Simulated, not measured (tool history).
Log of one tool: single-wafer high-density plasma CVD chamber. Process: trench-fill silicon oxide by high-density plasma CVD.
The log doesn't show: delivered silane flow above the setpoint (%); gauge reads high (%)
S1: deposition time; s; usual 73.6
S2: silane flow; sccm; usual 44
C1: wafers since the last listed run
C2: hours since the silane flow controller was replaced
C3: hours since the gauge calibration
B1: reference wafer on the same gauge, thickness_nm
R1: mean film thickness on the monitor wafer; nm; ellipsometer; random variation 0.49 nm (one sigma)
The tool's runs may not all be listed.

run 1 day=0.000 | S1=83.8 S2=48 | C1=0 C2=2633.0 C3=126.0 | B1=293.046 | R1=402.816
run 2 day=0.450 | S1=83.8 S2=48 | C1=118 C2=2643.8 C3=136.8 | B1=292.977 | R1=400.266
run 3 day=1.021 | S1=83.8 S2=48 | C1=150 C2=2657.5 C3=150.5 | B1=292.969 | R1=402.106
run 4 day=1.329 | S1=73.6 S2=47 | C1=81 C2=2664.9 C3=157.9 | B1=292.809 | R1=344.887
run 5 day=1.646 | S1=73.6 S2=47 | C1=83 C2=2672.5 C3=165.5 | B1=292.698 | R1=344.517
run 6 day=2.371 | S1=64.6 S2=40 | C1=191 C2=2689.9 C3=182.9 | B1=292.353 | R1=257.422
run 7 day=2.754 | S1=64.6 S2=40 | C1=101 C2=2699.1 C3=192.1 | B1=292.251 | R1=257.312
-- day=3.150 gauge calibrated
-- day=3.529 silane flow controller replaced
run 8 day=3.550 | S1=64.6 S2=40 | C1=122 C2=0.5 C3=9.6 | B1=294.568 | R1=258.706
run 9 day=3.908 | S1=67.9 S2=39 | C1=94 C2=9.1 C3=18.2 | B1=294.585 | R1=266.119
run 10 day=4.483 | S1=73.6 S2=44 | C1=152 C2=22.9 C3=32.0 | B1=294.303 | R1=324.545
run 11 day=5.175 | S1=59.1 S2=37 | C1=182 C2=39.5 C3=48.6 | B1=294.134 | R1=219.109
run 12 day=5.954 | S1=67.7 S2=47 | C1=206 C2=58.2 C3=67.3 | B1=293.794 | R1=318.592
run 13 day=6.350 | S1=73.6 S2=44 | C1=104 C2=67.7 C3=76.8 | B1=294.000 | R1=323.334
run 14 day=6.642 | S1=83.8 S2=48 | C1=77 C2=74.7 C3=83.8 | B1=293.833 | R1=402.167
run 15 day=6.954 | S1=73.6 S2=52 | C1=82 C2=82.2 C3=91.3 | B1=293.728 | R1=382.186
run 16 day=7.504 | S1=61.8 S2=51 | C1=145 C2=95.4 C3=104.5 | B1=293.678 | R1=315.225
run 17 day=8.067 | S1=60.8 S2=41 | C1=148 C2=108.9 C3=118.0 | B1=293.404 | R1=248.766

The same runs without the tool's hidden state, with the same run-to-run variation:
run=1 R1=405.384
run=2 R1=402.993
run=3 R1=405.069
run=4 R1=347.531
run=5 R1=347.265
run=6 R1=259.657
run=7 R1=259.643
run=8 R1=259.004
run=9 R1=266.517
run=10 R1=325.210
run=11 R1=219.704
run=12 R1=319.697
run=13 R1=324.579
run=14 R1=403.830
run=15 R1=383.881
run=16 R1=316.791
run=17 R1=250.138
